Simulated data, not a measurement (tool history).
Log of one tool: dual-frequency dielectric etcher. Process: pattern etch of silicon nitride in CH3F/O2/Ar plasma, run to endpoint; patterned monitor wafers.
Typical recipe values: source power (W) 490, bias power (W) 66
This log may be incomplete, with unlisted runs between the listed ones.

run,hour,source power (W),bias power (W),"incoming incoming film thickness, nm",endpoint time (s)
1,0,490,66,56.3,78.1
2,66.5,490,66,56.9,78.5
3,135.9,490,66,56.3,78.4
4,172,490,66,56.5,78.8
5,236.1,490,66,56.4,78.6
6,308.1,540,57,57,81.5
7,333.4,540,57,56.9,81.3
8,372.9,540,57,56.5,80.7
# hour 416.8: wet clean of the chamber
9,417.1,490,66,56.4,76.6
10,455.1,580,55,56.1,77.7
11,522.9,580,55,56.1,78
12,579.9,580,55,56.1,78.5
13,607.1,490,66,56.3,77.2
14,676.5,490,66,56,77.4
15,717.4,490,66,56.6,77.9
# hour 731.9: source power generator calibrated
16,787.3,490,66,55.8,77.3
17,831.6,420,66,56.2,81.9
18,875.6,420,66,56,81.1
# hour 941.1: wet clean of the chamber
19,944.4,380,52,56.1,88.9
20,1007.4,490,59,56.4,80.3
21,1043,490,66,56.4,77.9
22,1068.9,570,56,55.8,77.7
23,1093,490,77,56.2,73.4
24,1125,460,59,56.5,82.2
25,1187.4,490,66,56.7,78.3
# hour 1255.9: upper electrode replaced
26,1256.4,540,60,56.6,79.3
27,1276,490,66,56.3,78
# hour 1292.3: bias power generator calibrated
28,1337.1,570,52,56.5,79.8
29,1401.4,490,66,56.7,77.4
30,1457.2,410,61,56.9,83.7
# hour 1497.8: wet clean of the chamber
31,1505.9,490,66,56.3,75.8
32,1560,430,66,56.3,79.1
33,1706.3,490,58,56.4,80.3
34,1738,570,81,56.3,68.7
35,1766.4,370,59,56.9,86.8
36,1812.6,490,54,56.2,81.8

3 ways to go on from here, each from the tool as it stands after run 36. What would each give?
A,1813,490,66,56.6,?
B,1813,490,79,56.6,?
C,1813,490,71,56.6,?

run,endpoint time (s)
A,77.5
B,72.9
C,75.6
The same runs, with their run-to-run variation unchanged, on a tool lacking any hidden condition would have given:
run,endpoint time (s)
A,76.5
B,71.9
C,74.6
